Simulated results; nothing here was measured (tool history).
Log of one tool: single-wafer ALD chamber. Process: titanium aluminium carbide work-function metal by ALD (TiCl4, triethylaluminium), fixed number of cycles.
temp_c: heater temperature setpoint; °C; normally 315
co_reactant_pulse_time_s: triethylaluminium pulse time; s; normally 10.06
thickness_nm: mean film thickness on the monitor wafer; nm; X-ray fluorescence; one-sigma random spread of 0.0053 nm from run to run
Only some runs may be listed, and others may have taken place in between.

run,hour,temp_c,co_reactant_pulse_time_s,"read-back reference wafer on the same gauge, thickness_nm",thickness_nm
1,0.0,315,7.71,2.319,1.957
2,31.8,315,7.71,2.319,1.952
3,88.5,315,10.89,2.319,2.180
4,133.0,315,10.89,2.320,2.193
5,158.4,315,11.52,2.319,2.202
6,191.0,315,11.52,2.321,2.211
7,218.6,315,7.05,2.321,1.827
8,271.7,315,7.05,2.320,1.828
9,298.9,324,10.06,2.320,2.241
10,365.0,324,10.06,2.320,2.237
11,397.0,315,7.79,2.321,1.978
12,422.4,315,10.06,2.320,2.177
13,482.5,315,10.06,2.320,2.172
14,516.4,320,7.09,2.320,1.875
15,571.7,315,10.06,2.319,2.160
# hour 602.0: thermocouple changed; heater temperature recalibrated
16,631.7,315,6.68,2.318,1.648
# hour 643.6: triethylaluminium bottle replaced
17,700.9,306,13.64,2.319,2.070
18,756.0,315,10.06,2.320,2.087
19,797.4,328,10.06,2.320,2.189
20,832.7,315,9.03,2.319,2.026
# hour 884.8: showerhead replaced
# hour 887.9: thermocouple changed; heater temperature recalibrated, repeated, since the last time left the tool worse
21,903.3,315,7.06,2.319,1.815
# hour 926.9: gauge calibrated
22,975.2,315,10.06,2.318,2.140
23,1033.9,325,13.23,2.318,2.293
24,1097.3,304,11.28,2.319,2.095
25,1168.5,315,10.06,2.321,2.158
26,1198.5,328,8.54,2.321,2.152
27,1222.9,305,12.54,2.322,2.131
28,1249.5,323,8.35,2.322,2.096

Some steps in thickness_nm between neighbouring runs. How much of each would the tool show without its hidden state too (settings, what came in, random variation), and how much is left for the hidden state, with any gauge scatter that isn't in both results?
The hidden state here: wafer temperature above the value expected at the setpoint (K); triethylaluminium dose above that of a fresh bottle (%); gauge reads high (%).
Run 15 -> 16: co_reactant_pulse_time_s 10.06 -> 6.68, thermocouple changed; heater temperature recalibrated. thickness_nm -0.512 nm: hidden state -0.084, all else -0.428.
Run 16 -> 17: temp_c 315 -> 306, co_reactant_pulse_time_s 6.68 -> 13.64, triethylaluminium bottle replaced. thickness_nm +0.422 nm: hidden state -0.007, all else +0.429.
Run 20 -> 21: co_reactant_pulse_time_s 9.03 -> 7.06, showerhead replaced, thermocouple changed; heater temperature recalibrated, repeated, since the last time left the tool worse. thickness_nm -0.211 nm: hidden state +0.047, all else -0.258.
